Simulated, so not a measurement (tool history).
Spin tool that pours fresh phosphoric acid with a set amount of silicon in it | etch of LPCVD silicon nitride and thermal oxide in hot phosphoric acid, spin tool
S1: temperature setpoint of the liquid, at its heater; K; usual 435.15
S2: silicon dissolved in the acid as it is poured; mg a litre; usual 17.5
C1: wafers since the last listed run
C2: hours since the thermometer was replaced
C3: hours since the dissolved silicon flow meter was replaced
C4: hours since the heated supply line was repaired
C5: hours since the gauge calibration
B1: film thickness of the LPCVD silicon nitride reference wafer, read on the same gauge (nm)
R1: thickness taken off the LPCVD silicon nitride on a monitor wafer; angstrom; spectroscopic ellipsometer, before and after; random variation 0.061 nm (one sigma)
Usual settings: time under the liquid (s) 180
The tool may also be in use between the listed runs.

Run 1, hour 0.0: usual settings but S1 436.15 K; C1 0; C2 1630.9; C3 498.5; C4 1800.9; C5 303.5; B1 110.01. Result: R1 170.6 angstrom.
Run 2, hour 16.6: usual settings; C1 100; C2 1647.5; C3 515.1; C4 1817.5; C5 320.1; B1 110.03. Result: R1 165.1 angstrom.
Run 3, hour 28.9: usual settings; C1 74; C2 1659.8; C3 527.4; C4 1829.8; C5 332.4; B1 109.99. Result: R1 165.9 angstrom.
Run 4, hour 42.0: usual settings; C1 79; C2 1672.9; C3 540.5; C4 1842.9; C5 345.5; B1 110.01. Result: R1 166.5 angstrom.
Run 5, hour 48.0: usual settings; C1 36; C2 1678.9; C3 546.5; C4 1848.9; C5 351.5; B1 109.96. Result: R1 165.5 angstrom.
At hour 51.5: dissolved silicon flow meter replaced.
Run 6, hour 64.0: usual settings; C1 90; C2 1694.9; C3 12.5; C4 1864.9; C5 367.5; B1 110.01. Result: R1 165.1 angstrom.
Run 7, hour 71.3: usual settings; C1 44; C2 1702.2; C3 19.8; C4 1872.2; C5 374.8; B1 110.03. Result: R1 165.1 angstrom.
At hour 75.9: thermometer replaced.
Run 8, hour 84.2: usual settings; C1 71; C2 8.3; C3 32.7; C4 1885.1; C5 387.7; B1 109.98. Result: R1 165.2 angstrom.
Run 9, hour 96.9: usual settings; C1 76; C2 21.0; C3 45.4; C4 1897.8; C5 400.4; B1 109.99. Result: R1 166.1 angstrom.
Run 10, hour 108.9: usual settings; C1 72; C2 33.0; C3 57.4; C4 1909.8; C5 412.4; B1 110.01. Result: R1 165.1 angstrom.
Run 11, hour 115.6: usual settings but S1 436.65 K; C1 40; C2 39.7; C3 64.1; C4 1916.5; C5 419.1; B1 110.02. Result: R1 173.4 angstrom.
Run 12, hour 127.7: usual settings but S1 437.65 K; C1 73; C2 51.8; C3 76.2; C4 1928.6; C5 431.2; B1 109.97. Result: R1 180.1 angstrom.
At hour 136.4: gauge calibrated.
Run 13, hour 138.0: usual settings; C1 62; C2 62.1; C3 86.5; C4 1938.9; C5 1.6; B1 110.01. Result: R1 165.0 angstrom.
At hour 150.2: heated supply line repaired.
Run 14, hour 163.0: usual settings but time under the liquid (s) 220; C1 144; C2 87.1; C3 111.5; C4 12.8; C5 26.6; B1 110.01. Result: R1 202.5 angstrom.
Run 15, hour 173.5: usual settings but S1 438.15 K; C1 63; C2 97.6; C3 122.0; C4 23.3; C5 37.1; B1 109.99. Result: R1 183.5 angstrom.
Run 16, hour 190.8: usual settings but S1 433.65 K, time under the liquid (s) 255; C1 104; C2 114.9; C3 139.3; C4 40.6; C5 54.4; B1 110.01. Result: R1 222.0 angstrom.
Run 17, hour 201.0: usual settings but S1 436.15 K, time under the liquid (s) 240; C1 61; C2 125.1; C3 149.5; C4 50.8; C5 64.6; B1 109.99. Result: R1 226.9 angstrom.
Run 18, hour 211.6: usual settings; C1 64; C2 135.7; C3 160.1; C4 61.4; C5 75.2; B1 110.03. Result: R1 165.3 angstrom.
Run 19, hour 222.6: usual settings but S1 434.15 K, S2 24.0 mg a litre; C1 66; C2 146.7; C3 171.1; C4 72.4; C5 86.2; B1 110.01. Result: R1 159.9 angstrom.
Run 20, hour 231.3: usual settings but S1 437.15 K, S2 10.5 mg a litre; C1 52; C2 155.4; C3 179.8; C4 81.1; C5 94.9; B1 110.00. Result: R1 176.2 angstrom.
Run 21, hour 237.6: usual settings but S1 433.15 K, S2 29.5 mg a litre; C1 38; C2 161.7; C3 186.1; C4 87.4; C5 101.2; B1 110.01. Result: R1 155.0 angstrom.
Run 22, hour 249.9: usual settings but S1 436.65 K, S2 25.5 mg a litre, time under the liquid (s) 250; C1 74; C2 174.0; C3 198.4; C4 99.7; C5 113.5; B1 110.00. Result: R1 240.7 angstrom.
Run 23, hour 258.3: usual settings but S1 436.65 K, S2 25.5 mg a litre, time under the liquid (s) 250; C1 50; C2 182.4; C3 206.8; C4 108.1; C5 121.9; B1 110.03. Result: R1 242.0 angstrom.

How the hidden state differs across the entries between the runs, from the last listed run before each to the first after it:
Between runs 5 and 6: dissolved silicon flow meter replaced (hour 51.5)
  no hidden state differs between the two runs
Between runs 7 and 8: thermometer replaced (hour 75.9)
  no hidden state differs between the two runs
Between runs 12 and 13: gauge calibrated (hour 136.4)
  no hidden state differs between the two runs
Between runs 13 and 14: heated supply line repaired (hour 150.2)
  no hidden state differs between the two runs

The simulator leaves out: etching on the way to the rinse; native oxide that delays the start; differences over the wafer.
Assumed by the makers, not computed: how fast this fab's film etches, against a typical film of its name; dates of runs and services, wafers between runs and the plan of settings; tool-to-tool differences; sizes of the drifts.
